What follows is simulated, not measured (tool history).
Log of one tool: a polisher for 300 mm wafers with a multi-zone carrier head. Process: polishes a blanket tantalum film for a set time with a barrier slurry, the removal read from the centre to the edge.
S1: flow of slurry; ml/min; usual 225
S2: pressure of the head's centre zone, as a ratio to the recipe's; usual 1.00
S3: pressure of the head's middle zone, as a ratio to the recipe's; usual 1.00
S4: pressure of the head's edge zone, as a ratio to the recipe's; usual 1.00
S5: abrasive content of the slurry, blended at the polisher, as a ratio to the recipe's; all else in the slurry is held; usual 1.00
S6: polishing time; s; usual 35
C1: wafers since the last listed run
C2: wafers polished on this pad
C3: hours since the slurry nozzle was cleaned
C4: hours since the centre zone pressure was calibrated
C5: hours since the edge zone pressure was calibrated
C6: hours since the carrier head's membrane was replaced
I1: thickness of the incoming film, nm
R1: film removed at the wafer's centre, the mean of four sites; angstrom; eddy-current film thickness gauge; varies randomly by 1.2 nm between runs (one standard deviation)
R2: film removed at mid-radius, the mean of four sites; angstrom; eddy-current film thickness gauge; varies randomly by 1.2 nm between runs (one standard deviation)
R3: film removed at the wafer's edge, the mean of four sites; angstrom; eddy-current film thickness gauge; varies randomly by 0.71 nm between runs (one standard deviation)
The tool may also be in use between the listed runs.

run 1 day=0.000 | S1=225 S2=1.00 S3=1.00 S4=1.00 S5=1.00 S6=35 | C1=0 C2=593 C3=434.6 C4=917.4 C5=737.0 C6=653.3 | I1=439.8 | R1=949 R2=974 R3=1003
run 2 day=0.596 | S1=225 S2=1.00 S3=1.00 S4=1.00 S5=1.00 S6=35 | C1=152 C2=745 C3=448.9 C4=931.7 C5=751.3 C6=667.6 | I1=436.0 | R1=952 R2=968 R3=998
run 3 day=1.933 | S1=170 S2=1.00 S3=1.00 S4=1.00 S5=1.00 S6=35 | C1=342 C2=1088 C3=481.0 C4=963.8 C5=783.4 C6=699.7 | I1=441.3 | R1=901 R2=942 R3=979
run 4 day=2.446 | S1=225 S2=1.00 S3=1.00 S4=1.00 S5=1.00 S6=35 | C1=131 C2=1219 C3=493.3 C4=976.1 C5=795.7 C6=712.0 | I1=440.1 | R1=973 R2=958 R3=988
run 5 day=3.462 | S1=225 S2=1.05 S3=1.00 S4=0.89 S5=0.85 S6=27 | C1=260 C2=1480 C3=517.7 C4=1000.5 C5=820.1 C6=736.4 | I1=442.3 | R1=746 R2=697 R3=706
-- day=4.125 carrier head's membrane replaced by a new one
run 6 day=4.833 | S1=225 S2=1.00 S3=1.11 S4=1.00 S5=1.00 S6=35 | C1=297 C2=1777 C3=550.6 C4=1033.4 C5=853.0 C6=17.0 | I1=439.0 | R1=936 R2=1076 R3=998
-- day=5.854 worn pad replaced by a new one
run 7 day=6.267 | S1=225 S2=1.00 S3=1.00 S4=1.00 S5=1.00 S6=35 | C1=324 C2=105 C3=585.0 C4=1067.8 C5=887.4 C6=51.4 | I1=432.6 | R1=971 R2=968 R3=999
-- day=6.754 edge zone pressure recalibrated
run 8 day=6.946 | S1=225 S2=1.00 S3=1.11 S4=1.00 S5=1.00 S6=35 | C1=152 C2=258 C3=601.3 C4=1084.1 C5=4.6 C6=67.7 | I1=442.0 | R1=967 R2=1058 R3=1001
-- day=7.979 centre zone pressure recalibrated
run 9 day=8.246 | S1=225 S2=1.03 S3=1.00 S4=1.00 S5=1.00 S6=35 | C1=311 C2=569 C3=632.5 C4=6.4 C5=35.8 C6=98.9 | I1=438.8 | R1=995 R2=973 R3=999
run 10 day=8.954 | S1=270 S2=0.91 S3=1.00 S4=1.00 S5=1.00 S6=35 | C1=181 C2=751 C3=649.5 C4=23.4 C5=52.8 C6=115.9 | I1=431.3 | R1=894 R2=984 R3=1026
-- day=10.783 slurry nozzle cleaned
run 11 day=12.308 | S1=225 S2=1.00 S3=1.00 S4=1.00 S5=1.15 S6=23 | C1=848 C2=1599 C3=36.6 C4=103.9 C5=133.3 C6=196.4 | I1=433.9 | R1=632 R2=661 R3=686
run 12 day=13.000 | S1=225 S2=1.00 S3=0.93 S4=1.00 S5=1.00 S6=24 | C1=177 C2=1776 C3=53.2 C4=120.5 C5=149.9 C6=213.0 | I1=442.0 | R1=652 R2=624 R3=693
-- day=13.896 worn pad replaced by a new one
run 13 day=16.008 | S1=225 S2=1.00 S3=1.00 S4=1.10 S5=1.00 S6=35 | C1=727 C2=540 C3=125.4 C4=192.7 C5=222.1 C6=285.2 | I1=435.9 | R1=952 R2=970 R3=1055
run 14 day=16.808 | S1=225 S2=1.00 S3=1.00 S4=1.06 S5=1.00 S6=35 | C1=204 C2=745 C3=144.6 C4=211.9 C5=241.3 C6=304.4 | I1=442.2 | R1=952 R2=974 R3=1024
run 15 day=17.592 | S1=225 S2=0.92 S3=0.91 S4=1.00 S5=1.15 S6=35 | C1=200 C2=946 C3=163.4 C4=230.7 C5=260.1 C6=323.2 | I1=439.6 | R1=914 R2=924 R3=1027
run 16 day=18.983 | S1=225 S2=1.00 S3=1.00 S4=1.10 S5=1.00 S6=35 | C1=356 C2=1302 C3=196.8 C4=264.1 C5=293.5 C6=356.6 | I1=445.8 | R1=932 R2=963 R3=1049
run 17 day=19.896 | S1=225 S2=1.00 S3=1.00 S4=1.00 S5=1.00 S6=35 | C1=233 C2=1536 C3=218.7 C4=286.0 C5=315.4 C6=378.5 | I1=435.2 | R1=964 R2=981 R3=1004
run 18 day=21.079 | S1=225 S2=1.00 S3=1.00 S4=1.00 S5=1.00 S6=35 | C1=303 C2=1839 C3=247.1 C4=314.4 C5=343.8 C6=406.9 | I1=442.2 | R1=959 R2=973 R3=1003
run 19 day=22.254 | S1=225 S2=1.12 S3=1.00 S4=1.00 S5=0.90 S6=35 | C1=300 C2=2140 C3=275.3 C4=342.6 C5=372.0 C6=435.1 | I1=438.5 | R1=1050 R2=923 R3=980
-- day=23.454 worn pad replaced by a new one
run 20 day=23.475 | S1=225 S2=1.00 S3=0.89 S4=1.00 S5=1.00 S6=35 | C1=269 C2=5 C3=304.6 C4=371.9 C5=401.3 C6=464.4 | I1=443.5 | R1=971 R2=877 R3=997
run 21 day=24.150 | S1=225 S2=1.00 S3=1.11 S4=1.00 S5=1.00 S6=35 | C1=172 C2=178 C3=320.8 C4=388.1 C5=417.5 C6=480.6 | I1=441.9 | R1=945 R2=1050 R3=1004
run 22 day=24.733 | S1=225 S2=1.00 S3=1.08 S4=1.00 S5=1.00 S6=35 | C1=149 C2=328 C3=334.8 C4=402.1 C5=431.5 C6=494.6 | I1=443.4 | R1=937 R2=1037 R3=999
run 23 day=25.662 | S1=300 S2=1.00 S3=1.00 S4=1.12 S5=1.00 S6=46 | C1=237 C2=566 C3=357.1 C4=424.4 C5=453.8 C6=516.9 | I1=446.9 | R1=1276 R2=1330 R3=1427

Here are 3 independent what-if runs from the current tool condition. What would each one return?
run A day=25.679 | S1=225 S2=1.00 S3=1.00 S4=1.00 S5=1.25 S6=35 | C1=4 C2=570 C3=357.5 C4=424.8 C5=454.2 C6=517.3 | I1=437.0 | R1=? R2=? R3=?
run B day=25.679 | S1=175 S2=1.00 S3=1.00 S4=0.91 S5=1.00 S6=30 | C1=4 C2=570 C3=357.5 C4=424.8 C5=454.2 C6=517.3 | I1=437.0 | R1=? R2=? R3=?
run C day=25.679 | S1=225 S2=1.00 S3=1.00 S4=1.00 S5=1.10 S6=35 | C1=4 C2=570 C3=357.5 C4=424.8 C5=454.2 C6=517.3 | I1=437.0 | R1=? R2=? R3=?

run=A R1=982 R2=1035 R3=1050
run=B R1=766 R2=811 R3=795
run=C R1=955 R2=1005 R3=1020
Take away the tool's hidden state, keep each run's random variation, and the runs would have read:
run=A R1=982 R2=1035 R3=1050
run=B R1=766 R2=811 R3=795
run=C R1=955 R2=1005 R3=1020
